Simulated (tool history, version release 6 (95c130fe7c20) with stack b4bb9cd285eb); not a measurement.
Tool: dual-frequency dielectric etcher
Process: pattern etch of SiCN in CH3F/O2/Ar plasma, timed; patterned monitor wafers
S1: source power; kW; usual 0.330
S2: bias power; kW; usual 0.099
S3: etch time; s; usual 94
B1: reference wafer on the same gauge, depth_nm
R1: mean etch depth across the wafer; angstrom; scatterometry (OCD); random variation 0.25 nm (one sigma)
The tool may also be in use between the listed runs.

run	hour	S1	S2	S3	B1	R1
1	0.0	0.330	0.099	94	45.13	375.6
2	25.7	0.330	0.099	94	45.08	374.4
3	41.3	0.330	0.099	94	44.94	375.9
4	60.1	0.330	0.099	94	45.10	372.7
5	88.2	0.290	0.099	94	45.06	348.4
6	105.5	0.290	0.099	94	45.18	353.3
7	137.9	0.330	0.099	94	45.30	373.2
8	167.1	0.330	0.099	94	45.12	372.5
# hour 202.3: source power generator calibrated
# hour 205.0: wet clean of the chamber
9	205.5	0.330	0.099	94	45.16	385.1
10	212.8	0.330	0.099	94	45.17	384.6
# hour 241.9: upper electrode replaced
11	242.5	0.330	0.099	100	45.16	409.9
12	272.9	0.330	0.099	100	45.03	407.4
# hour 277.8: bias power generator calibrated
# hour 293.7: gauge calibrated
13	308.3	0.330	0.099	94	44.98	378.9

Forecast run 14:
14	323.2	0.330	0.099	94	?	?

B1: 45.03
R1: 381.2 angstrom
Without the tool's hidden state the same run would have given R1 386.7 angstrom.
